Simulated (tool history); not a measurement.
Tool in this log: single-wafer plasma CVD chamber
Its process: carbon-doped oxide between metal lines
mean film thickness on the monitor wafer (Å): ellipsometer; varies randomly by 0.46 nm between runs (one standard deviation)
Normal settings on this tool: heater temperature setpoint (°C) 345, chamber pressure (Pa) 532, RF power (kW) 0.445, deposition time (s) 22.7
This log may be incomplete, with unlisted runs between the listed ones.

run     day  heater temperature setpoint (°C)  chamber pressure (Pa)  RF power (kW)  deposition time (s)  read-back reference wafer on the same gauge, thickness_nm  mean film thickness on the monitor wafer (Å)
  1   0.000                               335                    532          0.445                 22.7                                                     85.919                                       1055.77
  2   0.733                               345                    532          0.445                 24.8                                                     86.114                                       1098.42
  3   2.054                               345                    532          0.445                 22.7                                                     85.960                                       1014.56
      2.646  -- capacitance manometer re-zeroed and calibrated
  4   2.812                               334                    571          0.400                 26.7                                                     86.162                                       1164.21
  5   3.738                               353                    532          0.445                 22.7                                                     85.934                                        988.92
  6   4.425                               345                    532          0.445                 22.7                                                     85.860                                       1019.64
  7   5.792                               345                    532          0.445                 22.7                                                     85.981                                       1016.39
  8   7.038                               330                    532          0.445                 22.7                                                     86.027                                       1072.25
  9   7.871                               345                    532          0.470                 22.7                                                     86.062                                       1052.85
      9.167  -- thermocouple changed; heater temperature recalibrated
 10  11.750                               345                    532          0.445                 22.7                                                     86.053                                       1015.11
 11  12.475                               345                    532          0.495                 21.2                                                     85.960                                       1015.57
 12  13.692                               345                    648          0.445                 22.7                                                     85.993                                       1033.22
 13  14.429                               358                    532          0.445                 24.9                                                     85.856                                       1065.72
 14  15.038                               335                    437          0.380                 24.0                                                     86.015                                        978.33
 15  16.283                               339                    532          0.530                 22.7                                                     86.059                                       1166.10
 16  17.046                               345                    532          0.505                 26.6                                                     85.950                                       1278.34
     18.075  -- RF generator calibrated
 17  18.096                               345                    532          0.445                 25.1                                                     86.021                                       1175.70
 18  19.229                               345                    532          0.445                 22.7                                                     85.965                                       1064.25
 19  21.162                               359                    639          0.480                 23.9                                                     85.992                                       1137.63
 20  22.338                               354                    532          0.400                 25.5                                                     85.904                                       1077.27
 21  22.992                               345                    532          0.525                 20.8                                                     85.991                                       1073.50
 22  23.533                               345                    631          0.415                 22.7                                                     86.026                                       1024.45
 23  24.538                               332                    532          0.445                 26.1                                                     85.905                                       1266.01
 24  25.767                               332                    428          0.445                 22.7                                                     86.185                                       1079.62

Estimate the outcome of run 25 from the log above:
 25  27.012                               332                    532          0.445                 22.7                                                          ?                                             ?

{"run 25": {"read-back reference wafer on the same gauge, thickness_nm": 86.138, "mean film thickness on the monitor wafer (Å)": 1097.76}}
If the tool had no hidden condition, the same run with the same run-to-run variation would have returned mean film thickness on the monitor wafer (Å) 1120.21.

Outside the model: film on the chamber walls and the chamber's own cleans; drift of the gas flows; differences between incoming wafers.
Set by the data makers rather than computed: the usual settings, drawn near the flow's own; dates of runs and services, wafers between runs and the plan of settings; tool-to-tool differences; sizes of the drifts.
